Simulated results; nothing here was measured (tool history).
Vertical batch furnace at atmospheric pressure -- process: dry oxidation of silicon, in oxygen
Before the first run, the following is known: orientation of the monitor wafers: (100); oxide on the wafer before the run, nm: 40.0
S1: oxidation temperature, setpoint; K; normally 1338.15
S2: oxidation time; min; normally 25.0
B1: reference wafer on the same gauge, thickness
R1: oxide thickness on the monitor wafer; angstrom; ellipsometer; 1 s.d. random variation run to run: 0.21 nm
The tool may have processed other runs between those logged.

run,hour,S1,S2,B1,R1
1,0.0,1338.15,25.0,89.84,758.1
2,16.7,1338.15,25.0,89.77,758.3
3,32.3,1338.15,25.0,89.86,755.7
4,45.4,1323.15,25.0,89.69,702.3
5,61.8,1323.15,25.0,89.69,705.9
6,77.1,1338.15,19.0,89.75,688.2
7,109.5,1338.15,19.0,89.73,685.8
8,112.8,1338.15,19.0,89.88,688.6
9,117.7,1338.15,25.0,89.84,758.2
10,126.8,1328.15,29.5,89.80,769.9
11,137.5,1326.15,20.0,89.83,666.2
12,164.4,1338.15,25.0,89.83,754.7
13,167.8,1338.15,25.0,89.69,752.4
14,175.1,1357.15,13.5,89.82,669.3
15,187.1,1315.15,14.5,89.77,585.3
16,196.1,1351.15,15.5,89.77,684.0
17,206.3,1322.15,36.5,89.77,813.4

Not shown here: 3 entries made in the log between runs. Locate each between two listed runs and compare the hidden state at the listed run before it with the hidden state at the listed run after it:
Run 5 -> run 6: gauge calibrated (hour 77.1)
  no difference in the tool's unlogged condition between these two runs
Run 6 -> run 7: boat lift adjusted (hour 109.0)
  no difference in the tool's unlogged condition between these two runs
Run 11 -> run 12: thermocouples replaced and temperature profile calibrated (hour 163.9)
  no difference in the tool's unlogged condition between these two runs
